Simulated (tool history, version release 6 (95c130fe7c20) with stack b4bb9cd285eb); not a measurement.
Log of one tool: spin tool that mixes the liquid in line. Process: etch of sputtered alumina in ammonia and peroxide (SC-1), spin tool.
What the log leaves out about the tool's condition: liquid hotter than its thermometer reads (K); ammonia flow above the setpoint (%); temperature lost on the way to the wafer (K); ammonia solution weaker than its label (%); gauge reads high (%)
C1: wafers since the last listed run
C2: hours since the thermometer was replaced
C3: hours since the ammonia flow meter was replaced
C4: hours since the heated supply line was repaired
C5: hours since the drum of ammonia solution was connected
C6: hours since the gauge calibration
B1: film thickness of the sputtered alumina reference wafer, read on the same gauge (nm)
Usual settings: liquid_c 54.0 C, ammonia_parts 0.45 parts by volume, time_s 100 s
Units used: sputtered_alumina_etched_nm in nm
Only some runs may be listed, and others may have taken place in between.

Run 1, hour 0.0: usual settings; C1 0; C2 1794.7; C3 431.8; C4 3732.0; C5 160.4; C6 92.0; B1 49.97. Result: sputtered_alumina_etched_nm 7.10 nm.
Run 2, hour 22.9: usual settings but ammonia_parts 0.50 parts by volume; C1 264; C2 1817.6; C3 454.7; C4 3754.9; C5 183.3; C6 114.9; B1 50.02. Result: sputtered_alumina_etched_nm 7.11 nm.
Run 3, hour 57.1: usual settings; C1 395; C2 1851.8; C3 488.9; C4 3789.1; C5 217.5; C6 149.1; B1 49.98. Result: sputtered_alumina_etched_nm 7.12 nm.
Run 4, hour 71.3: usual settings but time_s 130 s; C1 164; C2 1866.0; C3 503.1; C4 3803.3; C5 231.7; C6 163.3; B1 49.97. Result: sputtered_alumina_etched_nm 9.17 nm.
Run 5, hour 83.3: usual settings but time_s 130 s; C1 138; C2 1878.0; C3 515.1; C4 3815.3; C5 243.7; C6 175.3; B1 50.00. Result: sputtered_alumina_etched_nm 9.19 nm.
Run 6, hour 116.6: usual settings but time_s 130 s; C1 385; C2 1911.3; C3 548.4; C4 3848.6; C5 277.0; C6 208.6; B1 49.96. Result: sputtered_alumina_etched_nm 9.24 nm.
Run 7, hour 135.6: usual settings but liquid_c 56.0 C, time_s 120 s; C1 219; C2 1930.3; C3 567.4; C4 3867.6; C5 296.0; C6 227.6; B1 50.00. Result: sputtered_alumina_etched_nm 9.43 nm.
Run 8, hour 170.5: usual settings but liquid_c 56.0 C, time_s 120 s; C1 403; C2 1965.2; C3 602.3; C4 3902.5; C5 330.9; C6 262.5; B1 50.01. Result: sputtered_alumina_etched_nm 9.48 nm.
Run 9, hour 183.5: usual settings; C1 150; C2 1978.2; C3 615.3; C4 3915.5; C5 343.9; C6 275.5; B1 49.99. Result: sputtered_alumina_etched_nm 7.08 nm.
Run 10, hour 199.6: usual settings but ammonia_parts 0.30 parts by volume; C1 186; C2 1994.3; C3 631.4; C4 3931.6; C5 360.0; C6 291.6; B1 50.02. Result: sputtered_alumina_etched_nm 6.90 nm.
Run 11, hour 235.3: usual settings; C1 413; C2 2030.0; C3 667.1; C4 3967.3; C5 395.7; C6 327.3; B1 49.97. Result: sputtered_alumina_etched_nm 7.12 nm.
At hour 246.3: heated supply line repaired.
Run 12, hour 269.6: usual settings but liquid_c 59.0 C, ammonia_parts 0.30 parts by volume, time_s 130 s; C1 385; C2 2064.3; C3 701.4; C4 23.3; C5 430.0; C6 361.6; B1 50.00. Result: sputtered_alumina_etched_nm 11.60 nm.
Run 13, hour 287.8: usual settings; C1 210; C2 2082.5; C3 719.6; C4 41.5; C5 448.2; C6 379.8; B1 50.01. Result: sputtered_alumina_etched_nm 7.17 nm.
Run 14, hour 310.4: usual settings; C1 261; C2 2105.1; C3 742.2; C4 64.1; C5 470.8; C6 402.4; B1 50.00. Result: sputtered_alumina_etched_nm 7.15 nm.
At hour 320.3: new drum of ammonia solution connected.
At hour 330.2: ammonia flow meter replaced.
Run 15, hour 342.8: usual settings but ammonia_parts 0.40 parts by volume, time_s 65 s; C1 351; C2 2137.5; C3 12.6; C4 96.5; C5 22.5; C6 434.8; B1 49.97. Result: sputtered_alumina_etched_nm 4.60 nm.
Run 16, hour 365.1: usual settings but ammonia_parts 0.60 parts by volume, time_s 45 s; C1 258; C2 2159.8; C3 34.9; C4 118.8; C5 44.8; C6 457.1; B1 49.98. Result: sputtered_alumina_etched_nm 3.31 nm.
At hour 369.9: gauge calibrated.
Run 17, hour 388.7: usual settings but ammonia_parts 0.55 parts by volume, time_s 65 s; C1 273; C2 2183.4; C3 58.5; C4 142.4; C5 68.4; C6 18.8; B1 50.01. Result: sputtered_alumina_etched_nm 4.78 nm.
At hour 392.9: thermometer replaced.
Run 18, hour 411.5: usual settings; C1 252; C2 18.6; C3 81.3; C4 165.2; C5 91.2; C6 41.6; B1 50.02. Result: sputtered_alumina_etched_nm 6.42 nm.
Run 19, hour 425.7: usual settings; C1 164; C2 32.8; C3 95.5; C4 179.4; C5 105.4; C6 55.8; B1 50.02. Result: sputtered_alumina_etched_nm 6.43 nm.
Run 20, hour 445.4: usual settings but liquid_c 56.5 C, ammonia_parts 0.65 parts by volume, time_s 65 s; C1 227; C2 52.5; C3 115.2; C4 199.1; C5 125.1; C6 75.5; B1 49.97. Result: sputtered_alumina_etched_nm 4.97 nm.
Run 21, hour 477.0: usual settings but ammonia_parts 0.35 parts by volume, time_s 155 s; C1 365; C2 84.1; C3 146.8; C4 230.7; C5 156.7; C6 107.1; B1 50.04. Result: sputtered_alumina_etched_nm 9.77 nm.
Run 22, hour 493.4: usual settings but time_s 145 s; C1 189; C2 100.5; C3 163.2; C4 247.1; C5 173.1; C6 123.5; B1 49.96. Result: sputtered_alumina_etched_nm 9.32 nm.
Run 23, hour 519.1: usual settings but ammonia_parts 0.50 parts by volume, time_s 160 s; C1 297; C2 126.2; C3 188.9; C4 272.8; C5 198.8; C6 149.2; B1 49.98. Result: sputtered_alumina_etched_nm 10.39 nm.
Run 24, hour 532.0: usual settings but liquid_c 44.5 C, ammonia_parts 0.25 parts by volume, time_s 155 s; C1 149; C2 139.1; C3 201.8; C4 285.7; C5 211.7; C6 162.1; B1 50.02. Result: sputtered_alumina_etched_nm 5.60 nm.
Run 25, hour 562.6: usual settings but liquid_c 63.0 C; C1 354; C2 169.7; C3 232.4; C4 316.3; C5 242.3; C6 192.7; B1 50.01. Result: sputtered_alumina_etched_nm 10.34 nm.

For some of the steps in sputtered_alumina_etched_nm from one run to the next: how much would appear even if the tool had no hidden state, given the settings, what came in and random variation, and how much remains for the hidden state plus any gauge scatter that the measured result and the result without hidden state don't share?
Run 11 -> 12: liquid_c 54.0 -> 59.0, ammonia_parts 0.45 -> 0.30, time_s 100 -> 130, heated supply line repaired. sputtered_alumina_etched_nm +4.48 nm: hidden state +0.48, all else +4.00.
Run 17 -> 18: ammonia_parts 0.55 -> 0.45, time_s 65 -> 100, thermometer replaced. sputtered_alumina_etched_nm +1.64 nm: hidden state -0.46, all else +2.10.
Run 20 -> 21: liquid_c 56.5 -> 54.0, ammonia_parts 0.65 -> 0.35, time_s 65 -> 155. sputtered_alumina_etched_nm +4.80 nm: hidden state +0.10, all else +4.70.
Run 23 -> 24: liquid_c 54.0 -> 44.5, ammonia_parts 0.50 -> 0.25, time_s 160 -> 155. sputtered_alumina_etched_nm -4.79 nm: hidden state -0.09, all else -4.70.
